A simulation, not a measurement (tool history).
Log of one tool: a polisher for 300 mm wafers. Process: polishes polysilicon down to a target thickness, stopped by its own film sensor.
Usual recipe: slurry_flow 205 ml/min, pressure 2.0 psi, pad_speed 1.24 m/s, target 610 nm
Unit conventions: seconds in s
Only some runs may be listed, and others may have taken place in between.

run	hour	slurry_flow	pressure	pad_speed	target	incoming thickness of the incoming film, nm	seconds
1	0.0	205	2.0	1.24	610	1025.3	56.4
2	16.1	205	2.0	1.24	610	1024.6	54.8
3	23.4	205	2.0	1.24	610	1030.3	54.8
4	36.3	205	2.0	1.24	610	1034.9	57.2
# hour 48.1: worn pad replaced by a new one
5	48.6	170	2.0	1.24	610	1041.4	59.4
6	56.6	170	2.0	1.24	610	1021.5	54.9
7	70.0	170	2.0	1.24	610	1026.5	55.8
# hour 72.7: slurry nozzle cleaned
8	84.8	205	2.0	1.40	610	1021.1	50.0
9	102.3	205	2.0	1.40	610	1044.4	50.3
10	113.6	205	2.0	1.24	610	1029.2	55.9
11	121.4	230	2.4	1.24	610	1026.6	46.6
# hour 124.9: head pressure recalibrated
# hour 136.2: worn pad replaced by a new one
12	136.7	250	1.8	1.24	610	1029.6	60.8
13	148.6	230	2.6	1.06	710	1051.2	40.0
14	163.2	205	2.2	1.48	610	1023.6	41.5
15	175.3	205	2.0	1.24	610	1045.0	58.3
16	182.5	250	2.0	0.80	472	1043.3	111.2
17	202.5	260	1.7	1.02	522	1018.3	91.6
18	209.2	175	2.0	1.08	501	1051.8	87.4
19	220.0	140	1.7	1.06	671	1028.9	67.9
# hour 224.8: worn pad replaced by a new one
20	236.9	205	2.0	1.24	610	1047.0	58.5

4 options for the next run, each taken on its own from the tool as it stands now. Forecast them:
A	237.3	205	2.0	1.12	610	1027.5	?
B	237.3	205	2.3	1.50	514	1027.5	?
C	237.3	205	1.6	1.54	708	1027.5	?
D	237.3	205	2.5	1.24	548	1027.5	?

run	seconds
A	60.5
B	49.2
C	43.0
D	50.5
Without the tool's hidden state the same runs would have given:
run	seconds
A	60.5
B	49.2
C	43.0
D	50.5
